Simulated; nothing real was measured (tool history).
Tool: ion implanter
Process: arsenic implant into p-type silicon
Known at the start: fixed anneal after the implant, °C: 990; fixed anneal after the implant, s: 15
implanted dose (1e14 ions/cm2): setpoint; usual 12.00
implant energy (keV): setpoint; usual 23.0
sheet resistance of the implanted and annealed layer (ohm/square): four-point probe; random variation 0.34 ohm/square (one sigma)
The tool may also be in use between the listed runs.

| run | hour | implanted dose (1e14 ions/cm2) | implant energy (keV) | read-back reference wafer on the same gauge, sheet resistance | sheet resistance of the implanted and annealed layer (ohm/square) |
|---|---|---|---|---|---|
| 1 | 0.0 | 12.00 | 23.0 | 116.20 | 113.28 |
| 2 | 28.4 | 12.00 | 23.0 | 115.91 | 112.98 |
| 3 | 60.7 | 12.00 | 23.0 | 116.01 | 112.31 |
| 4 | 126.8 | 12.00 | 23.0 | 116.04 | 112.89 |
| 5 | 151.6 | 12.00 | 19.0 | 116.00 | 121.34 |
| 6 | 221.1 | 12.00 | 23.0 | 116.11 | 112.69 |
| 7 | 253.5 | 12.00 | 23.0 | 115.98 | 112.55 |
| 8 | 309.6 | 12.00 | 23.0 | 115.91 | 112.43 |
| 9 | 335.4 | 12.00 | 23.0 | 116.03 | 111.84 |
| 10 | 365.4 | 12.00 | 23.0 | 115.96 | 113.00 |
| 11 | 390.8 | 10.07 | 30.5 | 115.87 | 109.69 |
|  | 458.6 | Faraday cup replaced and dose calibrated |
| 12 | 459.1 | 14.48 | 25.5 | 116.00 | 100.33 |
|  | 473.2 | extraction supply calibrated |
|  | 501.9 | gauge calibrated |
| 13 | 508.4 | 12.00 | 23.0 | 115.96 | 111.35 |
| 14 | 559.6 | 15.02 | 16.5 | 116.00 | 119.18 |
| 15 | 614.3 | 15.05 | 29.0 | 116.17 | 94.26 |
|  | 631.9 | Faraday cup replaced and dose calibrated, repeated, since the last time left the tool worse |
| 16 | 665.5 | 15.46 | 23.0 | 116.00 | 105.21 |
| 17 | 727.6 | 12.00 | 23.0 | 116.03 | 113.17 |
| 18 | 763.7 | 14.51 | 23.0 | 115.83 | 106.62 |
| 19 | 831.5 | 12.00 | 28.0 | 115.98 | 104.82 |
| 20 | 887.1 | 15.46 | 23.0 | 116.07 | 104.88 |
| 21 | 911.5 | 12.00 | 16.5 | 115.99 | 127.64 |

Forecast each of these 4 alternatives for the next run:
| A | 911.9 | 12.00 | 23.0 | ? | ? |
| B | 911.9 | 9.55 | 23.0 | ? | ? |
| C | 911.9 | 9.70 | 19.5 | ? | ? |
| D | 911.9 | 9.62 | 15.5 | ? | ? |

| run | read-back reference wafer on the same gauge, sheet resistance | sheet resistance of the implanted and annealed layer (ohm/square) |
|---|---|---|
| A | 115.82 | 112.89 |
| B | 115.82 | 124.76 |
| C | 115.82 | 130.51 |
| D | 115.82 | 140.17 |
Without the tool's hidden state the same runs would have given:
| run | sheet resistance of the implanted and annealed layer (ohm/square) |
|---|---|
| A | 113.52 |
| B | 125.71 |
| C | 131.38 |
| D | 140.98 |
